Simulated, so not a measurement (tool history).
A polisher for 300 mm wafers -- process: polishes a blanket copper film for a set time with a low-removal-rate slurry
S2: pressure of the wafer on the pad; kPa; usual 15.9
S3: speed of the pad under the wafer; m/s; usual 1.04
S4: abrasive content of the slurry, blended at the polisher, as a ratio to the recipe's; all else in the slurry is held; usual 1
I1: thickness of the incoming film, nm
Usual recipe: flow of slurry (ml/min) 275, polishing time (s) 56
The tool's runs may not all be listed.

Run 1, hour 0: usual settings but S3 0.88 m/s; I1 1242.7. Result: film removed (nm) 119.3.
Run 2, hour 40.5: usual settings; I1 1231.1. Result: film removed (nm) 140.2.
At hour 100.7: worn pad replaced by a new one.
Run 3, hour 101.2: usual settings but S2 18.6 kPa; I1 1242.7. Result: film removed (nm) 163.4.
At hour 179.1: slurry blender recalibrated.
Run 4, hour 179.8: usual settings but S2 18.6 kPa; I1 1243.3. Result: film removed (nm) 167.3.
Run 5, hour 227.6: usual settings but S2 18.6 kPa; I1 1236.7. Result: film removed (nm) 165.6.
Run 6, hour 304.1: usual settings but S4 1.2; I1 1248.7. Result: film removed (nm) 148.1.
Run 7, hour 387.1: usual settings but S4 1.2; I1 1220. Result: film removed (nm) 151.7.
Run 8, hour 442.2: usual settings but flow of slurry (ml/min) 300; I1 1260.4. Result: film removed (nm) 143.4.
Run 9, hour 543.9: usual settings but polishing time (s) 62; I1 1239.6. Result: film removed (nm) 163.6.
At hour 556.6: slurry nozzle cleaned.
Run 10, hour 589: usual settings but polishing time (s) 62; I1 1238. Result: film removed (nm) 158.8.
Run 11, hour 671.5: usual settings but polishing time (s) 62; I1 1232.4. Result: film removed (nm) 161.8.
At hour 697.9: worn pad replaced by a new one.
Run 12, hour 758: usual settings but flow of slurry (ml/min) 245; I1 1237.6. Result: film removed (nm) 146.2.
At hour 778.3: slurry blender recalibrated.
At hour 803.1: head pressure recalibrated.
Run 13, hour 853.7: usual settings but flow of slurry (ml/min) 320; I1 1225.2. Result: film removed (nm) 143.6.
Run 14, hour 956.9: usual settings but flow of slurry (ml/min) 205, S3 0.82 m/s, S4 0.8, polishing time (s) 46; I1 1264.3. Result: film removed (nm) 82.5.
Run 15, hour 1058.4: usual settings but S2 11.7 kPa, S3 1.3 m/s, S4 0.9, polishing time (s) 74; I1 1234.7. Result: film removed (nm) 171.
Run 16, hour 1160.5: usual settings but S2 11.7 kPa, S3 1.3 m/s, S4 0.9, polishing time (s) 74; I1 1258. Result: film removed (nm) 173.6.
At hour 1199.3: worn pad replaced by a new one.
Run 17, hour 1213.8: usual settings but polishing time (s) 61; I1 1226.1. Result: film removed (nm) 155.3.
Run 18, hour 1291.8: usual settings but polishing time (s) 44; I1 1241.4. Result: film removed (nm) 114.3.
At hour 1417.9: slurry nozzle cleaned.
At hour 1440.7: slurry blender recalibrated.
Run 19, hour 1602.7: usual settings but flow of slurry (ml/min) 215, S2 12.4 kPa; I1 1229.7. Result: film removed (nm) 112.1.
Run 20, hour 1706: usual settings but S4 0.85, polishing time (s) 45; I1 1237. Result: film removed (nm) 115.6.
Run 21, hour 1766.3: usual settings; I1 1235.9. Result: film removed (nm) 150.9.
At hour 1802.7: worn pad replaced by a new one.
Run 22, hour 1828.1: usual settings but S2 14.5 kPa, S3 0.94 m/s, S4 1.2; I1 1250.1. Result: film removed (nm) 129.3.
Run 23, hour 1933.9: usual settings but S2 20 kPa, S3 1.2 m/s, S4 0.8; I1 1228.6. Result: film removed (nm) 207.7.
At hour 1989.4: slurry blender recalibrated.
At hour 2000.8: head pressure recalibrated.
Run 24, hour 2001.3: usual settings; I1 1247.9. Result: film removed (nm) 136.4.
Run 25, hour 2050: usual settings but flow of slurry (ml/min) 355, S3 1.28 m/s, S4 1.1, polishing time (s) 43; I1 1224.7. Result: film removed (nm) 136.4.
Run 26, hour 2173.8: usual settings but S3 0.86 m/s, S4 1.25; I1 1229.9. Result: film removed (nm) 121.1.
At hour 2229.5: slurry nozzle cleaned.
Run 27, hour 2268.9: usual settings but flow of slurry (ml/min) 230, S3 0.74 m/s, S4 1.3, polishing time (s) 73; I1 1244.6. Result: film removed (nm) 135.5.
At hour 2318.3: worn pad replaced by a new one.
Run 28, hour 2369.5: usual settings; I1 1237.3. Result: film removed (nm) 143.
Run 29, hour 2422.5: usual settings but S2 18.6 kPa, S3 1.3 m/s, S4 0.75, polishing time (s) 74; I1 1233.3. Result: film removed (nm) 253.

What will run 30 give?
Run 30, hour 2470.5: usual settings but polishing time (s) 61; I1 1253. Result: film removed (nm) ?.

film removed (nm): 154.6
With no hidden state in the tool, this same run would have given film removed (nm) 147.9.
